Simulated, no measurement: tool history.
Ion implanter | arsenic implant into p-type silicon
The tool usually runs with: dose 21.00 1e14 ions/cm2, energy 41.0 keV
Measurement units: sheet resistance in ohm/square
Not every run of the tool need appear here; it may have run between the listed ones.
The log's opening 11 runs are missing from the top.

run     day   dose  energy  wafers since the last listed run  hours since the last dose calibration  hours since the extraction supply was calibrated  hours since the gauge calibration  read-back reference wafer on the same gauge, sheet resistance  sheet resistance
 12   6.138  17.55    41.0                               734                                  922.1                                              31.5                              184.5                                                          91.66             88.32
 13   6.529  21.00    41.0                               249                                  931.5                                              40.9                              193.9                                                          91.70             81.30
 14   7.138  21.00    41.0                               387                                  946.1                                              55.5                              208.5                                                          91.72             81.51
      7.654  -- Faraday cup replaced and dose calibrated
 15   7.746  21.00    41.0                               174                                    2.2                                              70.1                              223.1                                                          91.68             80.36
 16   8.488  21.00    41.0                               471                                   20.0                                              87.9                              240.9                                                          91.74             80.46
 17   9.204  21.00    41.0                               455                                   37.2                                             105.1                              258.1                                                          91.76             80.37
 18   9.483  17.95    29.5                               177                                   43.9                                             111.8                              264.8                                                          91.65             94.80
 19   9.800  21.00    49.0                               201                                   51.5                                             119.4                              272.4                                                          91.72             76.00
 20  10.188  16.45    54.0                               246                                   60.8                                             128.7                              281.7                                                          91.69             83.67
 21  10.529  21.00    41.0                               217                                   69.0                                             136.9                              289.9                                                          91.73             80.26

For run 22, what comes out?
 22  10.875  16.04    31.5                               220                                   77.3                                             145.2                              298.2                                                              ?                 ?

Run 22 yielded read-back reference wafer on the same gauge, sheet resistance 91.76, sheet resistance 97.72 ohm/square.
With no hidden state in the tool, this same run would have given sheet resistance 100.55 ohm/square.

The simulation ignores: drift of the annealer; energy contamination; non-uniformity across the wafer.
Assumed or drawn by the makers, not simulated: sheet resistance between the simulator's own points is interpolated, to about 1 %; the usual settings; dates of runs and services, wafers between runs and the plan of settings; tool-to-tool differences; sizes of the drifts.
